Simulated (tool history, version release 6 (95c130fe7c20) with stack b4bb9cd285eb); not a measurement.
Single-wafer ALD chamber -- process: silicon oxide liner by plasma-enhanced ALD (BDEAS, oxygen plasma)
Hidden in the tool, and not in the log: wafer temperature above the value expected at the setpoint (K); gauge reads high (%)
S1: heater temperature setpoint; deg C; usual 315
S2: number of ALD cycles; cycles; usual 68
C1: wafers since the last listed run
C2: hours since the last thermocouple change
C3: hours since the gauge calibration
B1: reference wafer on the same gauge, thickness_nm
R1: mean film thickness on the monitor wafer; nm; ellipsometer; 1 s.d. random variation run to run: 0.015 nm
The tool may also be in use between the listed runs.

run	hour	S1	S2	C1	C2	C3	B1	R1
1	0	315	64	0	1320.1	878.3	6.112	5.883
2	58.6	315	68	185	1378.7	936.9	6.12	6.276
3	118.1	315	68	188	1438.2	996.4	6.13	6.263
4	189.2	315	68	225	1509.3	1067.5	6.145	6.26
5	239.5	310	63	159	1559.6	1117.8	6.151	5.831
6	283.1	315	62	138	1603.2	1161.4	6.148	5.701
7	345.6	315	62	198	1665.7	1223.9	6.16	5.745
# hour 347: gauge calibrated
8	404.5	315	62	186	1724.6	57.5	6.018	5.593
9	473.4	315	68	218	1793.5	126.4	6.021	6.158
10	531.6	315	68	184	1851.7	184.6	6.035	6.173
11	600.1	315	68	217	1920.2	253.1	6.046	6.195
12	635.8	315	68	113	1955.9	288.8	6.048	6.176
13	676.4	315	68	128	1996.5	329.4	6.051	6.209
14	707.1	315	61	97	2027.2	360.1	6.053	5.556
15	736.3	315	61	92	2056.4	389.3	6.058	5.564
# hour 755.2: thermocouple changed; heater temperature recalibrated
16	789	315	61	141	33.8	442	6.065	5.567
17	836.6	324	68	151	81.4	489.6	6.075	6.161
18	871	324	68	109	115.8	524	6.083	6.115
19	908	324	68	117	152.8	561	6.089	6.151
20	971	327	60	199	215.8	624	6.087	5.407
21	1038.8	315	68	215	283.6	691.8	6.108	6.241
22	1072.2	311	68	105	317	725.2	6.101	6.258

Estimate the outcome of run 23 from the log above:
23	1139.9	305	77	214	384.7	792.9	?	?

B1: 6.116
R1: 7.17 nm
Were there no unlogged condition in the tool, this run, its random variation unchanged, would have produced R1 7.048 nm.

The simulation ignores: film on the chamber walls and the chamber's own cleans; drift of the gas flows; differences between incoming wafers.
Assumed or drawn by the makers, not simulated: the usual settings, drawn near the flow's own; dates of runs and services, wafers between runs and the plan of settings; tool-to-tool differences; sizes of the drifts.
